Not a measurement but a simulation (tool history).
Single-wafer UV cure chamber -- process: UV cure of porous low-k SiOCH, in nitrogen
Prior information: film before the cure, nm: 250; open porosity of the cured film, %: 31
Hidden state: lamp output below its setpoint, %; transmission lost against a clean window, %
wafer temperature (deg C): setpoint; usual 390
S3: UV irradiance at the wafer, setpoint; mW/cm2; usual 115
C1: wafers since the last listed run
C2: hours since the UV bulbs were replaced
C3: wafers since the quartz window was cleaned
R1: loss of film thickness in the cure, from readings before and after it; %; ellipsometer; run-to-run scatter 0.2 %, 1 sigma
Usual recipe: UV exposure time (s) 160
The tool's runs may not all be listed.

{"run": 1, "day": 0.0, "wafer temperature (deg C)": 390, "UV exposure time (s)": 160, "S3": 115, "C1": 0, "C2": 2330, "C3": 1883, "R1": 11.426}
{"run": 2, "day": 3.629, "wafer temperature (deg C)": 390, "UV exposure time (s)": 160, "S3": 115, "C1": 451, "C2": 2417.1, "C3": 2334, "R1": 11.487}
{"run": 3, "day": 4.15, "wafer temperature (deg C)": 390, "UV exposure time (s)": 160, "S3": 115, "C1": 64, "C2": 2429.6, "C3": 2399, "R1": 11.266}
{"day": 5.342, "done": "quartz window cleaned"}
{"run": 4, "day": 5.592, "wafer temperature (deg C)": 390, "UV exposure time (s)": 160, "S3": 140, "C1": 137, "C2": 2464.2, "C3": 31, "R1": 12.506}
{"run": 5, "day": 6.838, "wafer temperature (deg C)": 390, "UV exposure time (s)": 160, "S3": 140, "C1": 154, "C2": 2494.1, "C3": 186, "R1": 12.119}
{"run": 6, "day": 8.096, "wafer temperature (deg C)": 390, "UV exposure time (s)": 160, "S3": 87, "C1": 156, "C2": 2524.3, "C3": 342, "R1": 9.649}
{"run": 7, "day": 8.883, "wafer temperature (deg C)": 390, "UV exposure time (s)": 160, "S3": 87, "C1": 97, "C2": 2543.2, "C3": 440, "R1": 9.64}
{"run": 8, "day": 9.467, "wafer temperature (deg C)": 390, "UV exposure time (s)": 160, "S3": 87, "C1": 72, "C2": 2557.2, "C3": 512, "R1": 9.724}
{"run": 9, "day": 10.146, "wafer temperature (deg C)": 390, "UV exposure time (s)": 160, "S3": 115, "C1": 84, "C2": 2573.5, "C3": 597, "R1": 11.239}
{"run": 10, "day": 11.083, "wafer temperature (deg C)": 390, "UV exposure time (s)": 160, "S3": 115, "C1": 116, "C2": 2596, "C3": 713, "R1": 11.364}
{"run": 11, "day": 12.662, "wafer temperature (deg C)": 390, "UV exposure time (s)": 160, "S3": 115, "C1": 196, "C2": 2633.9, "C3": 910, "R1": 10.845}
{"run": 12, "day": 16.042, "wafer temperature (deg C)": 390, "UV exposure time (s)": 160, "S3": 115, "C1": 420, "C2": 2715, "C3": 1330, "R1": 10.724}
{"run": 13, "day": 17.492, "wafer temperature (deg C)": 390, "UV exposure time (s)": 160, "S3": 115, "C1": 180, "C2": 2749.8, "C3": 1510, "R1": 10.825}
{"run": 14, "day": 18.733, "wafer temperature (deg C)": 390, "UV exposure time (s)": 160, "S3": 115, "C1": 154, "C2": 2779.6, "C3": 1664, "R1": 10.649}
{"run": 15, "day": 20.167, "wafer temperature (deg C)": 374, "UV exposure time (s)": 235, "S3": 103, "C1": 178, "C2": 2814, "C3": 1843, "R1": 11.604}
{"run": 16, "day": 22.283, "wafer temperature (deg C)": 390, "UV exposure time (s)": 160, "S3": 115, "C1": 263, "C2": 2864.8, "C3": 2106, "R1": 10.706}
{"day": 23.146, "done": "quartz window cleaned"}
{"run": 17, "day": 23.246, "wafer temperature (deg C)": 400, "UV exposure time (s)": 115, "S3": 87, "C1": 78, "C2": 2887.9, "C3": 12, "R1": 7.85}
{"day": 24.171, "done": "UV bulbs replaced"}
{"run": 18, "day": 24.579, "wafer temperature (deg C)": 390, "UV exposure time (s)": 215, "S3": 75, "C1": 124, "C2": 9.8, "C3": 136, "R1": 12.094}
{"run": 19, "day": 25.883, "wafer temperature (deg C)": 383, "UV exposure time (s)": 230, "S3": 115, "C1": 162, "C2": 41.1, "C3": 298, "R1": 14.911}
{"run": 20, "day": 26.912, "wafer temperature (deg C)": 390, "UV exposure time (s)": 160, "S3": 115, "C1": 127, "C2": 65.8, "C3": 426, "R1": 12.625}
{"run": 21, "day": 27.767, "wafer temperature (deg C)": 397, "UV exposure time (s)": 255, "S3": 147, "C1": 106, "C2": 86.3, "C3": 532, "R1": 16.409}
{"run": 22, "day": 29.054, "wafer temperature (deg C)": 383, "UV exposure time (s)": 220, "S3": 87, "C1": 160, "C2": 117.2, "C3": 692, "R1": 12.934}
{"run": 23, "day": 33.196, "wafer temperature (deg C)": 402, "UV exposure time (s)": 80, "S3": 115, "C1": 514, "C2": 216.6, "C3": 1207, "R1": 9.605}
{"run": 24, "day": 33.979, "wafer temperature (deg C)": 390, "UV exposure time (s)": 160, "S3": 95, "C1": 97, "C2": 235.4, "C3": 1305, "R1": 11.696}
{"run": 25, "day": 35.212, "wafer temperature (deg C)": 390, "UV exposure time (s)": 120, "S3": 149, "C1": 153, "C2": 265, "C3": 1458, "R1": 12.659}
{"run": 26, "day": 36.354, "wafer temperature (deg C)": 390, "UV exposure time (s)": 195, "S3": 115, "C1": 141, "C2": 292.4, "C3": 1600, "R1": 13.745}
{"run": 27, "day": 37.846, "wafer temperature (deg C)": 390, "UV exposure time (s)": 210, "S3": 115, "C1": 185, "C2": 328.2, "C3": 1785, "R1": 14.401}

Consider 4 possible next runs. They are alternatives, not a sequence: every one starts from the tool as it was left by run 27. What does each give?
{"run": "A", "day": 37.867, "wafer temperature (deg C)": 390, "UV exposure time (s)": 160, "S3": 115, "C1": 2, "C2": 328.7, "C3": 1788, "R1": "?"}
{"run": "B", "day": 37.867, "wafer temperature (deg C)": 380, "UV exposure time (s)": 125, "S3": 88, "C1": 2, "C2": 328.7, "C3": 1788, "R1": "?"}
{"run": "C", "day": 37.867, "wafer temperature (deg C)": 390, "UV exposure time (s)": 160, "S3": 131, "C1": 2, "C2": 328.7, "C3": 1788, "R1": "?"}
{"run": "D", "day": 37.867, "wafer temperature (deg C)": 402, "UV exposure time (s)": 185, "S3": 115, "C1": 2, "C2": 328.7, "C3": 1788, "R1": "?"}

run=A R1=12.614
run=B R1=9.941
run=C R1=13.259
run=D R1=13.567
Had the tool no hidden state, the same runs would have come out as:
run=A R1=12.783
run=B R1=10.103
run=C R1=13.43
run=D R1=13.738

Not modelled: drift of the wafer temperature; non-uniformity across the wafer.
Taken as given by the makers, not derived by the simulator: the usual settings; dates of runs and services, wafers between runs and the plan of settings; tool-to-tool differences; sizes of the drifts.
